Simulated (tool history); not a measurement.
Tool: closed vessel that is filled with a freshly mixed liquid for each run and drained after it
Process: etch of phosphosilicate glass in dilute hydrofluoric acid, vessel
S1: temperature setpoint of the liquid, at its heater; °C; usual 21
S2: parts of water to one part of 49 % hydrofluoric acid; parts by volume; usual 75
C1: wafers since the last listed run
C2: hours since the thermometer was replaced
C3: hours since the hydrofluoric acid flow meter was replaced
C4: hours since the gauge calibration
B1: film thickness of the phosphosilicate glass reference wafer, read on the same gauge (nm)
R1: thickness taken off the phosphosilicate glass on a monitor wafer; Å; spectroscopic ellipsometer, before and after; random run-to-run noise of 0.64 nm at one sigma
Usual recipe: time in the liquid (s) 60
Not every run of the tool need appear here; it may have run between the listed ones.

{"run": 1, "hour": 0.0, "S1": 21, "S2": 75, "time in the liquid (s)": 75, "C1": 0, "C2": 788.9, "C3": 15.6, "C4": 1212, "B1": 139.98, "R1": 1097}
{"run": 2, "hour": 28.4, "S1": 21, "S2": 85, "time in the liquid (s)": 60, "C1": 2849, "C2": 817.3, "C3": 44, "C4": 1240.4, "B1": 139.95, "R1": 770.5}
{"run": 3, "hour": 72.1, "S1": 21, "S2": 85, "time in the liquid (s)": 60, "C1": 4384, "C2": 861, "C3": 87.7, "C4": 1284.1, "B1": 140.03, "R1": 772.8}
{"run": 4, "hour": 127.8, "S1": 19.5, "S2": 75, "time in the liquid (s)": 60, "C1": 5588, "C2": 916.7, "C3": 143.4, "C4": 1339.8, "B1": 140.04, "R1": 838.5}
{"run": 5, "hour": 191.1, "S1": 19.5, "S2": 75, "time in the liquid (s)": 60, "C1": 6351, "C2": 980, "C3": 206.7, "C4": 1403.1, "B1": 140, "R1": 847.9}
{"run": 6, "hour": 244.5, "S1": 18, "S2": 75, "time in the liquid (s)": 60, "C1": 5357, "C2": 1033.4, "C3": 260.1, "C4": 1456.5, "B1": 139.94, "R1": 801.7}
{"run": 7, "hour": 314.3, "S1": 18, "S2": 75, "time in the liquid (s)": 60, "C1": 7003, "C2": 1103.2, "C3": 329.9, "C4": 1526.3, "B1": 139.99, "R1": 799.1}
{"run": 8, "hour": 342.1, "S1": 18, "S2": 75, "time in the liquid (s)": 60, "C1": 2789, "C2": 1131, "C3": 357.7, "C4": 1554.1, "B1": 139.99, "R1": 800.9}
{"run": 9, "hour": 412.7, "S1": 21, "S2": 105, "time in the liquid (s)": 60, "C1": 7083, "C2": 1201.6, "C3": 428.3, "C4": 1624.7, "B1": 140.03, "R1": 638}
{"run": 10, "hour": 467.7, "S1": 18, "S2": 75, "time in the liquid (s)": 75, "C1": 5518, "C2": 1256.6, "C3": 483.3, "C4": 1679.7, "B1": 139.99, "R1": 1024.4}
{"hour": 488.3, "done": "gauge calibrated"}
{"run": 11, "hour": 516.8, "S1": 18.5, "S2": 75, "time in the liquid (s)": 60, "C1": 4926, "C2": 1305.7, "C3": 532.4, "C4": 28.5, "B1": 140, "R1": 849.2}
{"run": 12, "hour": 557.3, "S1": 17.5, "S2": 75, "time in the liquid (s)": 60, "C1": 4063, "C2": 1346.2, "C3": 572.9, "C4": 69, "B1": 140.04, "R1": 800.5}
{"run": 13, "hour": 617.2, "S1": 21, "S2": 75, "time in the liquid (s)": 60, "C1": 6010, "C2": 1406.1, "C3": 632.8, "C4": 128.9, "B1": 139.98, "R1": 941.1}
{"run": 14, "hour": 684.4, "S1": 21, "S2": 45, "time in the liquid (s)": 30, "C1": 6742, "C2": 1473.3, "C3": 700, "C4": 196.1, "B1": 139.95, "R1": 814.6}
{"hour": 702.9, "done": "thermometer replaced"}
{"run": 15, "hour": 734.6, "S1": 17, "S2": 95, "time in the liquid (s)": 90, "C1": 4936, "C2": 31.7, "C3": 750.2, "C4": 246.3, "B1": 140.01, "R1": 901.6}
{"run": 16, "hour": 799.6, "S1": 21, "S2": 75, "time in the liquid (s)": 60, "C1": 6521, "C2": 96.7, "C3": 815.2, "C4": 311.3, "B1": 140.02, "R1": 911}
{"run": 17, "hour": 869.1, "S1": 19, "S2": 110, "time in the liquid (s)": 75, "C1": 6973, "C2": 166.2, "C3": 884.7, "C4": 380.8, "B1": 140.01, "R1": 702.1}
{"run": 18, "hour": 909.4, "S1": 23.5, "S2": 100, "time in the liquid (s)": 60, "C1": 4043, "C2": 206.5, "C3": 925, "C4": 421.1, "B1": 140.03, "R1": 731.9}
{"run": 19, "hour": 971.7, "S1": 18, "S2": 75, "time in the liquid (s)": 60, "C1": 6250, "C2": 268.8, "C3": 987.3, "C4": 483.4, "B1": 139.96, "R1": 826.2}
{"run": 20, "hour": 1009.7, "S1": 17.5, "S2": 75, "time in the liquid (s)": 45, "C1": 3812, "C2": 306.8, "C3": 1025.3, "C4": 521.4, "B1": 140, "R1": 605.3}
{"run": 21, "hour": 1075.2, "S1": 25, "S2": 75, "time in the liquid (s)": 75, "C1": 6571, "C2": 372.3, "C3": 1090.8, "C4": 586.9, "B1": 139.99, "R1": 1380.6}
{"run": 22, "hour": 1146.1, "S1": 21, "S2": 110, "time in the liquid (s)": 30, "C1": 7113, "C2": 443.2, "C3": 1161.7, "C4": 657.8, "B1": 140.05, "R1": 306.3}
{"run": 23, "hour": 1183.9, "S1": 18, "S2": 90, "time in the liquid (s)": 35, "C1": 3792, "C2": 481, "C3": 1199.5, "C4": 695.6, "B1": 140.06, "R1": 394.7}

For run 24, what comes out?
{"run": 24, "hour": 1252.4, "S1": 25, "S2": 75, "time in the liquid (s)": 60, "C1": 6872, "C2": 549.5, "C3": 1268, "C4": 764.1, "B1": "?", "R1": "?"}

B1: 139.98
R1: 1110.4 Å
Without the tool's hidden state the same run would have given R1 1010.8 Å.
